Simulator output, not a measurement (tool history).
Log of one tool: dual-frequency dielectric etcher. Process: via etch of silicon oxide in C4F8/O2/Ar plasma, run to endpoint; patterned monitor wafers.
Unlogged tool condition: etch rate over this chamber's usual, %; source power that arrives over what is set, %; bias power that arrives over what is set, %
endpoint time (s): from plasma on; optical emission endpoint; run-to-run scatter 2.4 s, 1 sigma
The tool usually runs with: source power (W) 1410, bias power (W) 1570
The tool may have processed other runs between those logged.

| run | hour | source power (W) | bias power (W) | wafers since the last listed run | hours since the last wet clean | hours since the last source power generator calibration | hours since the last bias power generator calibration | hours since the last upper electrode change | incoming incoming film thickness, nm | endpoint time (s) |
|---|---|---|---|---|---|---|---|---|---|---|
| 1 | 0.0 | 1410 | 1570 | 0 | 66.0 | 3831.8 | 1847.0 | 3478.1 | 1338.9 | 332.0 |
| 2 | 16.3 | 1410 | 1570 | 89 | 82.3 | 3848.1 | 1863.3 | 3494.4 | 1328.4 | 323.9 |
| 3 | 33.3 | 1410 | 1570 | 92 | 99.3 | 3865.1 | 1880.3 | 3511.4 | 1351.7 | 326.7 |
| 4 | 40.2 | 1410 | 1570 | 37 | 106.2 | 3872.0 | 1887.2 | 3518.3 | 1338.0 | 324.4 |
| 5 | 51.7 | 1410 | 1570 | 62 | 117.7 | 3883.5 | 1898.7 | 3529.8 | 1333.1 | 323.1 |
| 6 | 72.3 | 1410 | 1570 | 112 | 138.3 | 3904.1 | 1919.3 | 3550.4 | 1334.9 | 328.3 |
| 7 | 86.3 | 1410 | 1570 | 76 | 152.3 | 3918.1 | 1933.3 | 3564.4 | 1350.2 | 330.5 |
| 8 | 93.5 | 1410 | 1570 | 39 | 159.5 | 3925.3 | 1940.5 | 3571.6 | 1353.4 | 331.3 |
| 9 | 107.2 | 1580 | 1834 | 74 | 173.2 | 3939.0 | 1954.2 | 3585.3 | 1343.2 | 296.7 |
| 10 | 124.9 | 1580 | 1834 | 96 | 190.9 | 3956.7 | 1971.9 | 3603.0 | 1327.5 | 293.5 |
| 11 | 138.4 | 1410 | 1570 | 73 | 204.4 | 3970.2 | 1985.4 | 3616.5 | 1339.8 | 318.5 |
| 12 | 166.4 | 1410 | 1570 | 153 | 232.4 | 3998.2 | 2013.4 | 3644.5 | 1335.8 | 325.3 |
| 13 | 183.2 | 1410 | 1570 | 91 | 249.2 | 4015.0 | 2030.2 | 3661.3 | 1338.5 | 319.2 |
| 14 | 198.7 | 1410 | 1570 | 84 | 264.7 | 4030.5 | 2045.7 | 3676.8 | 1336.3 | 323.8 |
| 15 | 207.6 | 1410 | 1570 | 48 | 273.6 | 4039.4 | 2054.6 | 3685.7 | 1331.6 | 319.9 |
| 16 | 218.3 | 1290 | 1865 | 58 | 284.3 | 4050.1 | 2065.3 | 3696.4 | 1347.2 | 327.3 |
| 17 | 224.9 | 1160 | 1848 | 36 | 290.9 | 4056.7 | 2071.9 | 3703.0 | 1338.7 | 338.6 |
|  | 233.7 | bias power generator calibrated |
| 18 | 238.8 | 1510 | 1286 | 54 | 304.8 | 4070.6 | 5.1 | 3716.9 | 1338.7 | 324.1 |
| 19 | 246.0 | 1570 | 1570 | 39 | 312.0 | 4077.8 | 12.3 | 3724.1 | 1355.9 | 306.5 |
| 20 | 254.1 | 1500 | 1790 | 44 | 320.1 | 4085.9 | 20.4 | 3732.2 | 1343.9 | 302.6 |
| 21 | 271.4 | 1720 | 1714 | 94 | 337.4 | 4103.2 | 37.7 | 3749.5 | 1344.7 | 287.2 |
| 22 | 279.3 | 1670 | 1570 | 43 | 345.3 | 4111.1 | 45.6 | 3757.4 | 1346.3 | 296.1 |
|  | 311.6 | wet clean of the chamber |
| 23 | 312.1 | 1570 | 1434 | 48 | 0.5 | 4143.9 | 78.4 | 3790.2 | 1341.5 | 322.2 |
| 24 | 312.5 | 1410 | 1570 | 2 | 0.9 | 4144.3 | 78.8 | 3790.6 | 1339.3 | 334.5 |
|  | 341.7 | source power generator calibrated |
|  | 346.3 | upper electrode replaced |
| 25 | 346.8 | 1250 | 1208 | 140 | 35.2 | 5.1 | 113.1 | 0.5 | 1328.4 | 369.0 |
| 26 | 347.2 | 1410 | 1300 | 2 | 35.6 | 5.5 | 113.5 | 0.9 | 1339.7 | 346.3 |
| 27 | 355.0 | 1090 | 1328 | 42 | 43.4 | 13.3 | 121.3 | 8.7 | 1345.4 | 392.6 |

Run 28 is up next; what results do you expect?
| 28 | 370.2 | 1240 | 1848 | 83 | 58.6 | 28.5 | 136.5 | 23.9 | 1343.6 | ? |

{"run 28": {"endpoint time (s)": 339.5}}
Minus the tool's unlogged condition, the same run would have read endpoint time (s) 343.0.
